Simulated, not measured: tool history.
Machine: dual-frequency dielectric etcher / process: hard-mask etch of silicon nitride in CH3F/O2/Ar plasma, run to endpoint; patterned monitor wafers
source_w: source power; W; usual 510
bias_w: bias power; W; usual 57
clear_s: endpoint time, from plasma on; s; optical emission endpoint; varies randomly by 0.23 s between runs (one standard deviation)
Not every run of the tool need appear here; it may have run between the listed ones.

run,hour,source_w,bias_w,"incoming incoming film thickness, nm",clear_s
1,0,510,57,40.01,60.9
2,50.6,510,57,39.18,59.6
3,90.8,420,57,39.73,64.8
4,172.2,510,57,39.68,60.1
# hour 225.6: wet clean of the chamber
5,232.1,510,57,39.6,60.2
6,303.6,440,57,40.05,64
7,368.4,440,57,39.84,63.6
8,413,440,57,39.44,63.1
9,470.5,510,57,39.58,60.2
10,627.2,510,57,39.98,60.4
11,699.3,510,57,39.82,60.7
12,743.5,510,57,39.63,60.1
13,813.7,510,65,39.78,58.5
# hour 865.4: wet clean of the chamber
14,917.4,510,57,39.71,60.7
15,973.4,420,43,39.69,68.4
16,1047.2,610,61,39.73,55.7
# hour 1118.1: bias power generator calibrated
17,1118.6,570,44,40,62.3
18,1176.9,580,51,39.84,59.9
19,1224.4,570,65,39.75,56.5
# hour 1266.8: source power generator calibrated
20,1304.5,510,70,39.82,57.4
21,1382.7,510,68,39.85,58
22,1484.9,510,57,39.58,60.5
23,1540.5,560,57,39.63,58.3
# hour 1568.2: wet clean of the chamber
# hour 1580.2: upper electrode replaced
24,1626.8,560,52,39.66,59.8
25,1731.8,420,70,39.65,61.2
26,1770.7,510,57,39.89,60.1
27,1861.5,380,57,39.55,66
28,1909.1,510,57,39.54,60.1
29,1977.7,410,49,39.87,67.5
30,2056.8,630,52,39.57,57.3
# hour 2127.5: wet clean of the chamber
31,2149.1,380,67,39.96,63.8
32,2195.6,610,65,39.53,54.5
33,2236.7,560,68,39.55,55.8
34,2322.9,510,49,39.83,62.6
35,2367,430,48,39.62,66.5

4 ways to go on from here, each from the tool as it stands after run 35. What would each give?
A,2367.4,510,44,39.68,?
B,2367.4,480,57,39.68,?
C,2367.4,410,65,39.68,?
D,2367.4,470,50,39.68,?

run,clear_s
A,64.3
B,61.9
C,63.1
D,64.3
With the hidden condition removed and each run's random variation left untouched, the same runs would have given:
run,clear_s
A,64.3
B,61.9
C,63.1
D,64.3
